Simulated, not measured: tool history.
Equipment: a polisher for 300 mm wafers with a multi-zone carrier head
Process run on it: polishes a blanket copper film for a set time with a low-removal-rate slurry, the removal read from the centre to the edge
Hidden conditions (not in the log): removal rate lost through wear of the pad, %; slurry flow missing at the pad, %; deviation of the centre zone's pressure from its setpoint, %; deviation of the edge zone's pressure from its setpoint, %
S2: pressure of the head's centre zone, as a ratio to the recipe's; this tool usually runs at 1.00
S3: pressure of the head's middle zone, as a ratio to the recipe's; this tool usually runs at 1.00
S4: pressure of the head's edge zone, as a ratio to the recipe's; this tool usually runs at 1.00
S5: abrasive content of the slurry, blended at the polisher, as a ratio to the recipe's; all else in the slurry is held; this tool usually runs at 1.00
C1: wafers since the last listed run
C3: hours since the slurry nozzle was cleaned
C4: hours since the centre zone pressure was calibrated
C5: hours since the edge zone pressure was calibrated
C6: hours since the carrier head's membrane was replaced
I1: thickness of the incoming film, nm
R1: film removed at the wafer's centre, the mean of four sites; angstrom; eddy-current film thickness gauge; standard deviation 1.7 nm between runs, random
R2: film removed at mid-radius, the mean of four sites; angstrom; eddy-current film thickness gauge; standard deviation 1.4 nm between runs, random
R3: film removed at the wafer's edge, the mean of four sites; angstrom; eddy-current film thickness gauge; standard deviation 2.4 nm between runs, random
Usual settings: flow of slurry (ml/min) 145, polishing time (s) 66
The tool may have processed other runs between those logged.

Run 1, hour 0.0: usual settings but flow of slurry (ml/min) 160, polishing time (s) 74; C1 0; wafers polished on this pad 582; C3 652.1; C4 249.8; C5 468.2; C6 469.0; I1 678.9. Result: R1 1991 angstrom, R2 1950 angstrom, R3 1964 angstrom.
At hour 12.9: worn pad replaced by a new one.
Run 2, hour 13.4: usual settings but flow of slurry (ml/min) 160, polishing time (s) 74; C1 55; wafers polished on this pad 2; C3 665.5; C4 263.2; C5 481.6; C6 482.4; I1 678.6. Result: R1 1992 angstrom, R2 1927 angstrom, R3 2007 angstrom.
At hour 16.3: edge zone pressure recalibrated.
Run 3, hour 26.1: usual settings but flow of slurry (ml/min) 160, polishing time (s) 74; C1 63; wafers polished on this pad 66; C3 678.2; C4 275.9; C5 9.8; C6 495.1; I1 687.1. Result: R1 2016 angstrom, R2 1936 angstrom, R3 1954 angstrom.
Run 4, hour 37.0: usual settings but S4 1.05; C1 64; wafers polished on this pad 131; C3 689.1; C4 286.8; C5 20.7; C6 506.0; I1 669.2. Result: R1 1745 angstrom, R2 1714 angstrom, R3 1750 angstrom.
At hour 44.5: slurry nozzle cleaned.
Run 5, hour 46.8: usual settings but S4 1.05; C1 52; wafers polished on this pad 183; C3 2.3; C4 296.6; C5 30.5; C6 515.8; I1 683.9. Result: R1 1777 angstrom, R2 1698 angstrom, R3 1743 angstrom.
Run 6, hour 58.2: usual settings but S4 1.08; C1 67; wafers polished on this pad 251; C3 13.7; C4 308.0; C5 41.9; C6 527.2; I1 692.0. Result: R1 1745 angstrom, R2 1698 angstrom, R3 1762 angstrom.
Run 7, hour 68.7: usual settings but flow of slurry (ml/min) 195, S3 0.88, S4 0.92, S5 0.75; C1 62; wafers polished on this pad 313; C3 24.2; C4 318.5; C5 52.4; C6 537.7; I1 684.8. Result: R1 1766 angstrom, R2 1566 angstrom, R3 1655 angstrom.
Run 8, hour 77.7: usual settings but flow of slurry (ml/min) 195; C1 53; wafers polished on this pad 367; C3 33.2; C4 327.5; C5 61.4; C6 546.7; I1 688.5. Result: R1 1890 angstrom, R2 1814 angstrom, R3 1760 angstrom.
Run 9, hour 90.2: usual settings but flow of slurry (ml/min) 95, S5 1.25; C1 74; wafers polished on this pad 441; C3 45.7; C4 340.0; C5 73.9; C6 559.2; I1 680.2. Result: R1 1601 angstrom, R2 1579 angstrom, R3 1625 angstrom.
Run 10, hour 103.6: usual settings but S5 0.90; C1 79; wafers polished on this pad 520; C3 59.1; C4 353.4; C5 87.3; C6 572.6; I1 678.5. Result: R1 1711 angstrom, R2 1669 angstrom, R3 1715 angstrom.
At hour 113.8: carrier head's membrane replaced by a new one.
Run 11, hour 120.7: usual settings but flow of slurry (ml/min) 170, S4 0.93, S5 0.90; C1 71; wafers polished on this pad 592; C3 76.2; C4 370.5; C5 104.4; C6 6.9; I1 672.1. Result: R1 1751 angstrom, R2 1754 angstrom, R3 1681 angstrom.
Run 12, hour 130.6: usual settings; C1 58; wafers polished on this pad 651; C3 86.1; C4 380.4; C5 114.3; C6 16.8; I1 690.8. Result: R1 1724 angstrom, R2 1687 angstrom, R3 1682 angstrom.
Run 13, hour 137.0: usual settings but S2 0.92, S4 1.10; C1 38; wafers polished on this pad 689; C3 92.5; C4 386.8; C5 120.7; C6 23.2; I1 674.8. Result: R1 1613 angstrom, R2 1696 angstrom, R3 1767 angstrom.
At hour 148.5: worn pad replaced by a new one.
Run 14, hour 149.1: usual settings but flow of slurry (ml/min) 175, S2 0.94; C1 48; wafers polished on this pad 3; C3 104.6; C4 398.9; C5 132.8; C6 35.3; I1 677.0. Result: R1 1695 angstrom, R2 1761 angstrom, R3 1788 angstrom.
At hour 163.5: centre zone pressure recalibrated.
Run 15, hour 164.3: usual settings; C1 78; wafers polished on this pad 82; C3 119.8; C4 0.8; C5 148.0; C6 50.5; I1 682.4. Result: R1 1744 angstrom, R2 1705 angstrom, R3 1763 angstrom.
Run 16, hour 171.2: usual settings but flow of slurry (ml/min) 190; C1 40; wafers polished on this pad 123; C3 126.7; C4 7.7; C5 154.9; C6 57.4; I1 681.2. Result: R1 1826 angstrom, R2 1775 angstrom, R3 1815 angstrom.
Run 17, hour 182.4: usual settings; C1 66; wafers polished on this pad 189; C3 137.9; C4 18.9; C5 166.1; C6 68.6; I1 682.6. Result: R1 1717 angstrom, R2 1699 angstrom, R3 1759 angstrom.
Run 18, hour 198.6: usual settings; C1 96; wafers polished on this pad 285; C3 154.1; C4 35.1; C5 182.3; C6 84.8; I1 671.0. Result: R1 1731 angstrom, R2 1681 angstrom, R3 1703 angstrom.
Run 19, hour 215.1: usual settings but S5 0.80; C1 98; wafers polished on this pad 383; C3 170.6; C4 51.6; C5 198.8; C6 101.3; I1 683.8. Result: R1 1647 angstrom, R2 1639 angstrom, R3 1676 angstrom.
Run 20, hour 232.4: usual settings but flow of slurry (ml/min) 165, S2 0.94, S3 0.91, S5 0.85; C1 102; wafers polished on this pad 486; C3 187.9; C4 68.9; C5 216.1; C6 118.6; I1 688.5. Result: R1 1664 angstrom, R2 1586 angstrom, R3 1727 angstrom.
Run 21, hour 246.8: usual settings; C1 85; wafers polished on this pad 572; C3 202.3; C4 83.3; C5 230.5; C6 133.0; I1 682.4. Result: R1 1745 angstrom, R2 1712 angstrom, R3 1729 angstrom.

Alternative continuations, all from the tool just after run 21; predict every row:
Run A, hour 247.3: usual settings; C1 2; wafers polished on this pad 575; C3 202.8; C4 83.8; C5 231.0; C6 133.5; I1 676.9. Result: R1 ?, R2 ?, R3 ?.
Run B, hour 247.3: usual settings but S3 1.07, S4 0.93, S5 1.10, polishing time (s) 45; C1 2; wafers polished on this pad 575; C3 202.8; C4 83.8; C5 231.0; C6 133.5; I1 676.9. Result: R1 ?, R2 ?, R3 ?.
Run C, hour 247.3: usual settings but S4 0.91; C1 2; wafers polished on this pad 575; C3 202.8; C4 83.8; C5 231.0; C6 133.5; I1 676.9. Result: R1 ?, R2 ?, R3 ?.
Run D, hour 247.3: usual settings but S3 1.05, S5 0.70; C1 2; wafers polished on this pad 575; C3 202.8; C4 83.8; C5 231.0; C6 133.5; I1 676.9. Result: R1 ?, R2 ?, R3 ?.
Run E, hour 247.3: usual settings but S2 0.90; C1 2; wafers polished on this pad 575; C3 202.8; C4 83.8; C5 231.0; C6 133.5; I1 676.9. Result: R1 ?, R2 ?, R3 ?.

run    R1    R2    R3
  A  1774  1711  1730
  B  1227  1253  1167
  C  1774  1711  1678
  D  1693  1701  1650
  E  1613  1712  1730
Had the tool no hidden state, the same runs would have come out as:
run    R1    R2    R3
  A  1774  1711  1730
  B  1227  1253  1167
  C  1774  1711  1678
  D  1693  1701  1650
  E  1613  1712  1730
